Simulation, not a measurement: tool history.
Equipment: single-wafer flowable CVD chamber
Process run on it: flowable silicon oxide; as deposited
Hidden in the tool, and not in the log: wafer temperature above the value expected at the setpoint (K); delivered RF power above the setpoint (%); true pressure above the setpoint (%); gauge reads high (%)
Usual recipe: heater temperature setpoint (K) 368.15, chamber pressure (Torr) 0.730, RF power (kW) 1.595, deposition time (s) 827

run    hour  heater temperature setpoint (K)  chamber pressure (Torr)  RF power (kW)  deposition time (s)  wafers since the last listed run  hours since the last thermocouple change  hours since the last RF generator calibration  hours since the last manometer calibration  hours since the showerhead was replaced  hours since the gauge calibration  read-back reference wafer on the same gauge, thickness_nm  mean film thickness on the monitor wafer (Å)
  1     0.0                           380.15                    0.730          1.595                  944                                 0                                    2094.6                                         1275.9                                      1468.3                                   1303.9                             1204.4                                                    399.371                                       3474.21
  2    65.2                           368.15                    0.730          1.595                  827                               107                                    2159.8                                         1341.1                                      1533.5                                   1369.1                             1269.6                                                    399.417                                       4766.43
  3   271.3                           357.15                    0.730          1.690                  827                               339                                    2365.9                                         1547.2                                      1739.6                                   1575.2                             1475.7                                                    399.523                                       7250.78
  4   305.4                           357.15                    0.730          1.690                  827                                56                                    2400.0                                         1581.3                                      1773.7                                   1609.3                             1509.8                                                    399.638                                       7227.37
  5   359.0                           357.15                    0.730          1.690                  827                                88                                    2453.6                                         1634.9                                      1827.3                                   1662.9                             1563.4                                                    399.628                                       7276.85
  6   393.8                           372.15                    0.730          1.350                  827                                57                                    2488.4                                         1669.7                                      1862.1                                   1697.7                             1598.2                                                    400.045                                       3820.60
  7   457.2                           372.15                    0.730          1.350                  827                               104                                    2551.8                                         1733.1                                      1925.5                                   1761.1                             1661.6                                                    399.483                                       3796.53
  8   519.0                           372.15                    0.730          1.350                  827                               101                                    2613.6                                         1794.9                                      1987.3                                   1822.9                             1723.4                                                    399.852                                       3805.92
      523.6  -- gauge calibrated
  9   571.8                           368.15                    0.590          1.525                  827                                87                                    2666.4                                         1847.7                                      2040.1                                   1875.7                               48.2                                                    388.512                                       3703.17
 10   632.1                           368.15                    0.590          1.525                  827                                99                                    2726.7                                         1908.0                                      2100.4                                   1936.0                              108.5                                                    389.460                                       3727.86
 11   697.0                           368.15                    0.730          1.595                  827                               106                                    2791.6                                         1972.9                                      2165.3                                   2000.9                              173.4                                                    390.902                                       4689.83
 12   745.1                           368.15                    0.730          1.595                  827                                79                                    2839.7                                         2021.0                                      2213.4                                   2049.0                              221.5                                                    391.563                                       4685.38
 13   801.4                           368.15                    0.586          1.595                  827                                92                                    2896.0                                         2077.3                                      2269.7                                   2105.3                              277.8                                                    392.354                                       3788.24
 14   849.1                           368.15                    0.730          1.595                  827                                78                                    2943.7                                         2125.0                                      2317.4                                   2153.0                              325.5                                                    392.667                                       4711.52
      868.0  -- RF generator calibrated
 15   918.1                           368.15                    0.730          1.750                  827                               100                                    3012.7                                           50.1                                      2386.4                                   2222.0                              394.5                                                    393.872                                       4897.34
      975.0  -- thermocouple changed; heater temperature recalibrated
 16   975.5                           376.15                    0.669          1.595                  827                                81                                       0.5                                          107.5                                      2443.8                                   2279.4                              451.9                                                    393.833                                       3208.42
 17  1017.9                           356.15                    0.843          1.740                  949                                69                                      42.9                                          149.9                                      2486.2                                   2321.8                              494.3                                                    394.490                                       9918.84
     1057.9  -- capacitance manometer re-zeroed and calibrated
     1067.7  -- showerhead replaced
 18  1145.3                           368.15                    0.578          1.595                  986                               183                                     170.3                                          277.3                                        87.4                                     77.6                              621.7                                                    395.683                                       4520.97
 19  1191.0                           368.15                    0.730          1.595                  974                                75                                     216.0                                          323.0                                       133.1                                    123.3                              667.4                                                    396.122                                       5581.12
 20  1244.4                           379.15                    0.628          1.485                  939                                88                                     269.4                                          376.4                                       186.5                                    176.7                              720.8                                                    396.474                                       2969.61
 21  1292.8                           375.15                    0.800          1.705                  827                                79                                     317.8                                          424.8                                       234.9                                    225.1                              769.2                                                    396.630                                       4120.29
 22  1325.2                           362.15                    0.859          1.595                  754                                53                                     350.2                                          457.2                                       267.3                                    257.5                              801.6                                                    396.980                                       6391.37
 23  1367.5                           359.15                    0.633          1.595                  827                                69                                     392.5                                          499.5                                       309.6                                    299.8                              843.9                                                    397.119                                       5699.14
 24  1425.8                           359.15                    0.555          1.595                  695                                96                                     450.8                                          557.8                                       367.9                                    358.1                              902.2                                                    397.387                                       4203.73
 25  1461.9                           368.15                    0.730          1.595                  827                                59                                     486.9                                          593.9                                       404.0                                    394.2                              938.3                                                    397.425                                       4769.84
 26  1519.6                           356.15                    0.883          1.890                  827                                95                                     544.6                                          651.6                                       461.7                                    451.9                              996.0                                                    397.827                                       9347.11
 27  1557.6                           368.15                    0.730          1.595                  827                                62                                     582.6                                          689.6                                       499.7                                    489.9                             1034.0                                                    397.887                                       4779.10

What if the next run were any one of these 5? Each begins from the tool's condition after run 27:
  A  1558.2                           380.15                    0.730          1.595                  827                                 0                                     583.2                                          690.2                                       500.3                                    490.5                             1034.6                                                          ?                                             ?
  B  1558.2                           363.15                    0.831          1.595                  827                                 0                                     583.2                                          690.2                                       500.3                                    490.5                             1034.6                                                          ?                                             ?
  C  1558.2                           382.15                    0.626          1.480                  686                                 0                                     583.2                                          690.2                                       500.3                                    490.5                             1034.6                                                          ?                                             ?
  D  1558.2                           356.15                    0.730          1.445                  717                                 0                                     583.2                                          690.2                                       500.3                                    490.5                             1034.6                                                          ?                                             ?
  E  1558.2                           382.15                    0.730          1.595                  904                                 0                                     583.2                                          690.2                                       500.3                                    490.5                             1034.6                                                          ?                                             ?

run  read-back reference wafer on the same gauge, thickness_nm  mean film thickness on the monitor wafer (Å)
  A                                                    397.384                                       3023.74
  B                                                    397.384                                       6541.26
  C                                                    397.384                                       1933.81
  D                                                    397.384                                       6043.52
  E                                                    397.384                                       3071.72
Stripped of hidden state, with their random variation kept, the same runs would have yielded:
run  mean film thickness on the monitor wafer (Å)
  A                                       2941.03
  B                                       6362.34
  C                                       1880.92
  D                                       5878.21
  E                                       2987.70
